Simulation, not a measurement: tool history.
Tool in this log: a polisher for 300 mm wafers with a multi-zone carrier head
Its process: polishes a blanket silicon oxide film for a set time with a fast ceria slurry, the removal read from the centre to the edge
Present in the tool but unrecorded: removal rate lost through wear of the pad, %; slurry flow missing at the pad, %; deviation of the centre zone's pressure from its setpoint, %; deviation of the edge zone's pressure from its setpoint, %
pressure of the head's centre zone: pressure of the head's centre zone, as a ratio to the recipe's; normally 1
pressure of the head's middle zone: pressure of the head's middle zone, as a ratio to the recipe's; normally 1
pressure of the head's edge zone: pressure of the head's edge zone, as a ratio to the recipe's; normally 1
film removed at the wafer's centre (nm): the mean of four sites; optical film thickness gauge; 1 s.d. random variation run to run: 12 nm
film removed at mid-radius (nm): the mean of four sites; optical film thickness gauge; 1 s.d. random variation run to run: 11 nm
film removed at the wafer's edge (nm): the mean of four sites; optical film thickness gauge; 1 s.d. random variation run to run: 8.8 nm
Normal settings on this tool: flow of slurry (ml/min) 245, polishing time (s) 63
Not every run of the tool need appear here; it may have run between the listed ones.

run	hour	flow of slurry (ml/min)	pressure of the head's centre zone	pressure of the head's middle zone	pressure of the head's edge zone	polishing time (s)	wafers since the last listed run	wafers polished on this pad	hours since the slurry nozzle was cleaned	hours since the centre zone pressure was calibrated	hours since the edge zone pressure was calibrated	hours since the carrier head's membrane was replaced	incoming thickness of the incoming film, nm	film removed at the wafer's centre (nm)	film removed at mid-radius (nm)	film removed at the wafer's edge (nm)
1	0	245	1	1	1	63	0	3830	163	527.1	21.3	285.5	2902.7	882.2	885.9	874.4
2	96.5	245	1	0.96	1	63	854	4684	259.5	623.6	117.8	382	2935.2	828.3	810.3	854.4
# hour 145.4: worn pad replaced by a new one
3	186.9	245	0.92	1.08	0.88	50	764	367	349.9	714	208.2	472.4	2950.9	703.1	809.1	722.6
4	254.4	245	1	1	1	63	597	964	417.4	781.5	275.7	539.9	2858.8	949.8	957.4	960.6
5	291.5	245	1	1	1	63	328	1293	454.5	818.6	312.8	577	2911.6	967.9	960.7	972.6
# hour 324: centre zone pressure recalibrated
6	395.4	245	1	1	1	63	902	2195	558.4	71.4	416.7	680.9	2974.2	915.9	934.7	936.3
7	495.3	220	1	1	1.08	48	884	3079	658.3	171.3	516.6	780.8	2917.5	687.6	695.4	702.2
8	557.1	245	1	1	0.91	79	547	3626	720.1	233.1	578.4	842.6	2971.5	1120	1126.6	1083.4
9	602.6	245	1	1	0.94	63	402	4029	765.6	278.6	623.9	888.1	2928	875.6	882.5	870
# hour 655.5: slurry nozzle cleaned
10	683.1	245	1	1	1	63	703	4733	27.6	359.1	704.4	968.6	2929	822.3	847.7	850.4
# hour 695.5: worn pad replaced by a new one
11	788.3	280	1	1	0.9	63	895	821	132.8	464.3	809.6	1073.8	2943.1	947.3	983.1	917.8
12	890.8	245	1	1	1	63	907	1728	235.3	566.8	912.1	1176.3	2868.2	932.7	927.4	926.3
13	955.6	185	1	1	1	71	573	2302	300.1	631.6	976.9	1241.1	2959.5	994.7	1024.1	1034.5
14	995.9	220	1	1	0.96	75	356	2658	340.4	671.9	1017.2	1281.4	2902.9	1086.5	1062.1	1061.9
15	1079.4	210	0.88	1.11	1	70	739	3398	423.9	755.4	1100.7	1364.9	2973.6	860	1070.4	982.7
16	1139.8	315	1	0.9	1	54	534	3932	484.3	815.8	1161.1	1425.3	2945.3	755.7	712.9	764.8
17	1185.2	180	1	1.03	1	81	401	4334	529.7	861.2	1206.5	1470.7	2972.4	1049.7	1077.5	1082.6
# hour 1200.2: centre zone pressure recalibrated
# hour 1251.1: worn pad replaced by a new one
18	1275.1	180	1	1.03	1	81	742	212	619.6	74.9	1296.4	1560.6	2873.9	1180.7	1192	1185.8
19	1374	245	1	1	1	63	875	1087	718.5	173.8	1395.3	1659.5	2850.8	934	966.4	960.1
# hour 1405.3: slurry nozzle cleaned
20	1426.7	245	1	1	1	63	457	1545	21.4	226.5	1448	1712.2	2971.7	923.3	942.2	949.6
# hour 1464.1: carrier head's membrane replaced by a new one
21	1486.6	285	1.1	1.11	1	63	485	2031	81.3	286.4	1507.9	22.5	2881.6	1029.5	1052.9	945.8
22	1560.6	225	1	0.94	1	63	655	2686	155.3	360.4	1581.9	96.5	2939.1	880.2	867.2	889.2

Alternative continuations, all from the tool just after run 22; predict every row:
A	1561	245	1.07	1	1	63	3	2690	155.7	360.8	1582.3	96.9	2874.9	?	?	?
B	1561	215	1.1	0.97	0.91	63	3	2690	155.7	360.8	1582.3	96.9	2874.9	?	?	?
C	1561	305	1	1	1	63	3	2690	155.7	360.8	1582.3	96.9	2874.9	?	?	?
D	1561	310	1	0.9	1.11	71	3	2690	155.7	360.8	1582.3	96.9	2874.9	?	?	?

run	film removed at the wafer's centre (nm)	film removed at mid-radius (nm)	film removed at the wafer's edge (nm)
A	975	915.6	924.2
B	986.9	880	887.6
C	931.8	935	938.8
D	1051	966	1099.2
Without the tool's unlogged condition, the same runs would have read:
run	film removed at the wafer's centre (nm)	film removed at mid-radius (nm)	film removed at the wafer's edge (nm)
A	1025.3	962.9	971.9
B	1037.9	925.5	933.4
C	980	983.3	987.3
D	1105.3	1015.9	1156
